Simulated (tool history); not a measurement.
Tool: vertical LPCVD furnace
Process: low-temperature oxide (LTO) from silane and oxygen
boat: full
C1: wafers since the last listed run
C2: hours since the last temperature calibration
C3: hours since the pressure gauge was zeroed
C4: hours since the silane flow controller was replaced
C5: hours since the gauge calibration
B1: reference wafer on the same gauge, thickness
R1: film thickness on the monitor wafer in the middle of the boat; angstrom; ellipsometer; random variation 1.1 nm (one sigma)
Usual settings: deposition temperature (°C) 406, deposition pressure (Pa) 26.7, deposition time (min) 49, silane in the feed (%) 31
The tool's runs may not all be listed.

Run 1, day 0: usual settings; C1 0; C2 640.4; C3 678; C4 5240.2; C5 1970.2; B1 318.22. Result: R1 3041.8 angstrom.
Run 2, day 3.554: usual settings; C1 1138; C2 725.7; C3 763.3; C4 5325.5; C5 2055.5; B1 317.76. Result: R1 3047 angstrom.
Run 3, day 5.354: usual settings; C1 576; C2 768.9; C3 806.5; C4 5368.7; C5 2098.7; B1 318.05. Result: R1 3035.5 angstrom.
Run 4, day 14.388: usual settings; C1 2892; C2 985.7; C3 1023.3; C4 5585.5; C5 2315.5; B1 317.91. Result: R1 3040.6 angstrom.
Run 5, day 17.421: usual settings; C1 971; C2 1058.5; C3 1096.1; C4 5658.3; C5 2388.3; B1 317.39. Result: R1 3047.9 angstrom.
Run 6, day 20.958: usual settings; C1 1132; C2 1143.4; C3 1181; C4 5743.2; C5 2473.2; B1 318.03. Result: R1 3019.1 angstrom.
Run 7, day 24.871: usual settings; C1 1252; C2 1237.3; C3 1274.9; C4 5837.1; C5 2567.1; B1 318.34. Result: R1 3018.3 angstrom.
At day 28.875: silane flow controller replaced.
Run 8, day 28.896: usual settings; C1 968; C2 1333.9; C3 1371.5; C4 0.5; C5 2663.7; B1 317.89. Result: R1 3117.8 angstrom.
Run 9, day 32.262: usual settings but deposition pressure (Pa) 29.3, deposition time (min) 40.5, silane in the feed (%) 37; C1 1078; C2 1414.7; C3 1452.3; C4 81.3; C5 2744.5; B1 317.91. Result: R1 3606.7 angstrom.
Run 10, day 34.967: usual settings but deposition temperature (°C) 399, deposition pressure (Pa) 24.7, silane in the feed (%) 37; C1 866; C2 1479.6; C3 1517.2; C4 146.2; C5 2809.4; B1 318.16. Result: R1 3393.7 angstrom.
Run 11, day 36.908: usual settings but deposition pressure (Pa) 28.7; C1 621; C2 1526.2; C3 1563.8; C4 192.8; C5 2856; B1 317.63. Result: R1 3348.7 angstrom.
Run 12, day 40.338: usual settings; C1 1098; C2 1608.5; C3 1646.1; C4 275.1; C5 2938.3; B1 317.85. Result: R1 3119.3 angstrom.
Run 13, day 43.483: usual settings; C1 1007; C2 1684; C3 1721.6; C4 350.6; C5 3013.8; B1 318.4. Result: R1 3097.9 angstrom.
Run 14, day 46.454: usual settings but deposition time (min) 39.5, silane in the feed (%) 27; C1 951; C2 1755.3; C3 1792.9; C4 421.9; C5 3085.1; B1 318.12. Result: R1 2029.5 angstrom.
Run 15, day 50.704: usual settings but deposition time (min) 63; C1 1361; C2 1857.3; C3 1894.9; C4 523.9; C5 3187.1; B1 317.83. Result: R1 3967.6 angstrom.
Run 16, day 55.196: usual settings; C1 1438; C2 1965.1; C3 2002.7; C4 631.7; C5 3294.9; B1 317.95. Result: R1 3082.4 angstrom.
At day 57.183: pressure gauge zeroed.
At day 58.529: gauge calibrated.
At day 59.029: thermocouples replaced and temperature profile calibrated.
Run 17, day 59.654: usual settings but deposition temperature (°C) 395, deposition pressure (Pa) 22.7, silane in the feed (%) 34; C1 787; C2 15; C3 59.3; C4 738.7; C5 27; B1 317.85. Result: R1 2666 angstrom.
Run 18, day 61.846: usual settings but deposition temperature (°C) 395, deposition time (min) 65, silane in the feed (%) 27; C1 701; C2 67.6; C3 111.9; C4 791.3; C5 79.6; B1 317.61. Result: R1 2941.2 angstrom.
Run 19, day 64.042: usual settings but deposition pressure (Pa) 24, deposition time (min) 61.5; C1 703; C2 120.3; C3 164.6; C4 844; C5 132.3; B1 317.89. Result: R1 3505.4 angstrom.
Run 20, day 67.1: usual settings but silane in the feed (%) 35; C1 979; C2 193.7; C3 238; C4 917.4; C5 205.7; B1 318.04. Result: R1 3680.5 angstrom.
Run 21, day 70.471: usual settings but deposition time (min) 61.5; C1 1079; C2 274.6; C3 318.9; C4 998.3; C5 286.6; B1 318.19. Result: R1 3892.1 angstrom.
Run 22, day 73.754: usual settings but deposition temperature (°C) 395, silane in the feed (%) 28; C1 1051; C2 353.4; C3 397.7; C4 1077.1; C5 365.4; B1 317.67. Result: R1 2335.5 angstrom.
Run 23, day 76.292: usual settings but deposition temperature (°C) 416, deposition time (min) 56; C1 812; C2 414.3; C3 458.6; C4 1138; C5 426.3; B1 318.03. Result: R1 3963.8 angstrom.
Run 24, day 80.575: usual settings; C1 1371; C2 517.1; C3 561.4; C4 1240.8; C5 529.1; B1 317.81. Result: R1 3085 angstrom.
Run 25, day 83.083: usual settings but deposition pressure (Pa) 28.7, deposition time (min) 62, silane in the feed (%) 34; C1 803; C2 577.3; C3 621.6; C4 1301; C5 589.3; B1 317.89. Result: R1 4787.2 angstrom.

The next listed run, before its measurement:
Run 26, day 84.975: usual settings but deposition temperature (°C) 416, deposition pressure (Pa) 28.7, deposition time (min) 64.5, silane in the feed (%) 35; C1 605; C2 622.7; C3 667; C4 1346.4; C5 634.7; B1 ?. Result: R1 ?.

Run 26 gave B1 318.21, R1 5738.1 angstrom.
Without the tool's hidden state the same run would have given R1 5905.4 angstrom.
